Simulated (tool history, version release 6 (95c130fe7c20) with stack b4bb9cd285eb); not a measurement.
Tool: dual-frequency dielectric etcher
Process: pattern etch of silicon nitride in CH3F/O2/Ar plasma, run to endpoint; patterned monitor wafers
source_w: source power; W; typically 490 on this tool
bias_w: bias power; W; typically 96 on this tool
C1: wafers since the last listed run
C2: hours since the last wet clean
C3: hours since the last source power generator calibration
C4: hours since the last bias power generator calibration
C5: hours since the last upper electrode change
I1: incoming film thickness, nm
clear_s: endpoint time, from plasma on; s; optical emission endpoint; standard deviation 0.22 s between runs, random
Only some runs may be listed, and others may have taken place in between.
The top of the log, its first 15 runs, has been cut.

Run 16, day 13.488: usual settings; C1 203; C2 76.3; C3 16.6; C4 75.8; C5 30.5; I1 34.93. Result: clear_s 44.4 s.
Run 17, day 14.483: usual settings; C1 302; C2 100.2; C3 40.5; C4 99.7; C5 54.4; I1 35.03. Result: clear_s 44.8 s.
Run 18, day 15.838: usual settings but source_w 540 W, bias_w 76 W; C1 410; C2 132.7; C3 73; C4 132.2; C5 86.9; I1 35.22. Result: clear_s 48.2 s.
Run 19, day 18.058: usual settings but source_w 370 W, bias_w 120 W; C1 673; C2 186; C3 126.3; C4 185.5; C5 140.2; I1 34.96. Result: clear_s 44.9 s.
Run 20, day 18.938: usual settings but source_w 380 W; C1 266; C2 207.1; C3 147.4; C4 206.6; C5 161.3; I1 35.05. Result: clear_s 48.8 s.
Run 21, day 20.146: usual settings but source_w 610 W, bias_w 82 W; C1 366; C2 236.1; C3 176.4; C4 235.6; C5 190.3; I1 34.82. Result: clear_s 44.1 s.
Run 22, day 21.388: usual settings; C1 376; C2 265.9; C3 206.2; C4 265.4; C5 220.1; I1 35.1. Result: clear_s 45.4 s.
Run 23, day 22.638: usual settings but source_w 550 W, bias_w 112 W; C1 379; C2 295.9; C3 236.2; C4 295.4; C5 250.1; I1 35.16. Result: clear_s 40.8 s.
Run 24, day 25.883: usual settings but source_w 560 W, bias_w 85 W; C1 984; C2 373.8; C3 314.1; C4 373.3; C5 328; I1 34.95. Result: clear_s 45.6 s.
Run 25, day 27.225: usual settings; C1 407; C2 406; C3 346.3; C4 405.5; C5 360.2; I1 34.59. Result: clear_s 44.9 s.
Run 26, day 28.696: usual settings but source_w 530 W, bias_w 119 W; C1 446; C2 441.3; C3 381.6; C4 440.8; C5 395.5; I1 34.8. Result: clear_s 40.1 s.
Run 27, day 29.229: usual settings but source_w 570 W, bias_w 84 W; C1 161; C2 454.1; C3 394.4; C4 453.6; C5 408.3; I1 35.15. Result: clear_s 46.3 s.
Run 28, day 30.183: usual settings but source_w 460 W, bias_w 80 W; C1 289; C2 477; C3 417.3; C4 476.5; C5 431.2; I1 34.84. Result: clear_s 50.2 s.
Run 29, day 31.258: usual settings; C1 326; C2 502.8; C3 443.1; C4 502.3; C5 457; I1 35.09. Result: clear_s 46.1 s.
Run 30, day 31.862: usual settings but source_w 520 W, bias_w 79 W; C1 183; C2 517.3; C3 457.6; C4 516.8; C5 471.5; I1 35.21. Result: clear_s 49.6 s.
At day 33.817: wet clean of the chamber.
Run 31, day 33.838: usual settings; C1 295; C2 0.5; C3 505; C4 564.2; C5 518.9; I1 34.92. Result: clear_s 44.3 s.
Run 32, day 33.85: usual settings but source_w 570 W, bias_w 111 W; C1 3; C2 0.8; C3 505.3; C4 564.5; C5 519.2; I1 34.88. Result: clear_s 39.6 s.

Consider 4 possible next runs. They are alternatives, not a sequence: every one starts from the tool as it was left by run 32. What does each give?
Run A, day 33.867: usual settings but bias_w 106 W; C1 5; C2 1.2; C3 505.7; C4 564.9; C5 519.6; I1 35.01. Result: clear_s ?.
Run B, day 33.867: usual settings but source_w 410 W, bias_w 109 W; C1 5; C2 1.2; C3 505.7; C4 564.9; C5 519.6; I1 35.01. Result: clear_s ?.
Run C, day 33.867: usual settings but source_w 570 W, bias_w 104 W; C1 5; C2 1.2; C3 505.7; C4 564.9; C5 519.6; I1 35.01. Result: clear_s ?.
Run D, day 33.867: usual settings but source_w 370 W, bias_w 85 W; C1 5; C2 1.2; C3 505.7; C4 564.9; C5 519.6; I1 35.01. Result: clear_s ?.

run  clear_s
  A     42.8
  B       45
  C     40.9
  D     51.9
Without the tool's hidden state the same runs would have given:
run  clear_s
  A     42.7
  B     44.9
  C     40.8
  D     51.8

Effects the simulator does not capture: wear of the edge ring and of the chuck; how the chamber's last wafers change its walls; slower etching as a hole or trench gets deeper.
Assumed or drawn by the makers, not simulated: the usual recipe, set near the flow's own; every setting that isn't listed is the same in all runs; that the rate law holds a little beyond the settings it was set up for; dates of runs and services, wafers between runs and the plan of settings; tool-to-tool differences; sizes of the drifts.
